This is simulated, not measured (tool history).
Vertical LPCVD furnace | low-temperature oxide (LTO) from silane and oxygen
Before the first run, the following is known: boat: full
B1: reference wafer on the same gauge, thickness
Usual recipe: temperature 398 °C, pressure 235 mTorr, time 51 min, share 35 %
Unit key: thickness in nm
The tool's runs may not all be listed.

{"run": 1, "hour": 0.0, "temperature": 398, "pressure": 235, "time": 51, "share": 35, "B1": 351.69, "thickness": 419.03}
{"run": 2, "hour": 45.6, "temperature": 398, "pressure": 235, "time": 51, "share": 35, "B1": 352.01, "thickness": 420.25}
{"run": 3, "hour": 150.9, "temperature": 398, "pressure": 235, "time": 51, "share": 35, "B1": 351.9, "thickness": 418.73}
{"run": 4, "hour": 248.6, "temperature": 398, "pressure": 235, "time": 51, "share": 35, "B1": 352.16, "thickness": 420.65}
{"run": 5, "hour": 337.6, "temperature": 398, "pressure": 235, "time": 42.5, "share": 35, "B1": 351.51, "thickness": 351.13}
{"run": 6, "hour": 375.6, "temperature": 398, "pressure": 235, "time": 42.5, "share": 35, "B1": 352.17, "thickness": 352.43}
{"run": 7, "hour": 443.0, "temperature": 398, "pressure": 235, "time": 42.5, "share": 35, "B1": 351.81, "thickness": 345.37}
{"run": 8, "hour": 511.9, "temperature": 405, "pressure": 235, "time": 51, "share": 35, "B1": 351.81, "thickness": 453.44}
{"run": 9, "hour": 598.6, "temperature": 405, "pressure": 235, "time": 51, "share": 35, "B1": 352.33, "thickness": 455.71}
{"run": 10, "hour": 760.3, "temperature": 398, "pressure": 235, "time": 51, "share": 35, "B1": 351.75, "thickness": 417.55}
{"run": 11, "hour": 860.1, "temperature": 398, "pressure": 235, "time": 51, "share": 35, "B1": 352.13, "thickness": 418}
{"run": 12, "hour": 947.5, "temperature": 398, "pressure": 235, "time": 51, "share": 35, "B1": 352.52, "thickness": 421.4}
{"hour": 1008.6, "done": "silane flow controller replaced"}
{"run": 13, "hour": 1009.1, "temperature": 398, "pressure": 255, "time": 51, "share": 33, "B1": 351.76, "thickness": 418.9}
{"hour": 1090.4, "done": "thermocouples replaced and temperature profile calibrated"}
{"run": 14, "hour": 1090.9, "temperature": 388, "pressure": 235, "time": 63.5, "share": 35, "B1": 352.22, "thickness": 461.08}
{"run": 15, "hour": 1174.2, "temperature": 398, "pressure": 265, "time": 37.5, "share": 29, "B1": 351.58, "thickness": 265.17}
{"run": 16, "hour": 1250.9, "temperature": 398, "pressure": 235, "time": 51, "share": 35, "B1": 351.99, "thickness": 420.54}
{"run": 17, "hour": 1305.6, "temperature": 398, "pressure": 235, "time": 59.5, "share": 35, "B1": 352.31, "thickness": 490.59}
{"run": 18, "hour": 1390.1, "temperature": 405, "pressure": 235, "time": 51, "share": 38, "B1": 352.06, "thickness": 502.81}
{"run": 19, "hour": 1489.5, "temperature": 398, "pressure": 265, "time": 37.5, "share": 29, "B1": 352.21, "thickness": 267.27}
{"hour": 1566.1, "done": "gauge calibrated"}
{"hour": 1593.6, "done": "pressure gauge zeroed"}
{"run": 20, "hour": 1739.4, "temperature": 395, "pressure": 235, "time": 51, "share": 35, "B1": 351.63, "thickness": 402.12}
{"run": 21, "hour": 1879.5, "temperature": 406, "pressure": 235, "time": 51, "share": 35, "B1": 351.41, "thickness": 462.94}
{"run": 22, "hour": 1970.8, "temperature": 398, "pressure": 235, "time": 51, "share": 35, "B1": 351.94, "thickness": 418.61}
{"run": 23, "hour": 2044.7, "temperature": 398, "pressure": 235, "time": 40.5, "share": 35, "B1": 352.05, "thickness": 333.3}
{"run": 24, "hour": 2098.2, "temperature": 393, "pressure": 195, "time": 31.5, "share": 37, "B1": 351.68, "thickness": 218.19}
{"run": 25, "hour": 2197.1, "temperature": 398, "pressure": 235, "time": 40.5, "share": 35, "B1": 351.74, "thickness": 331.4}

3 options for the next run, each taken on its own from the tool as it stands now. Forecast them:
{"run": "A", "hour": 2202.2, "temperature": 398, "pressure": 235, "time": 31, "share": 35, "B1": "?", "thickness": "?"}
{"run": "B", "hour": 2202.2, "temperature": 395, "pressure": 255, "time": 67.5, "share": 42, "B1": "?", "thickness": "?"}
{"run": "C", "hour": 2202.2, "temperature": 409, "pressure": 195, "time": 32, "share": 29, "B1": "?", "thickness": "?"}

run=A B1=351.8 thickness=255.29
run=B B1=351.8 thickness=732.2
run=C B1=351.8 thickness=190.68
Take away the tool's hidden state, keep each run's random variation, and the runs would have read:
run=A thickness=255.29
run=B thickness=732.2
run=C thickness=190.68
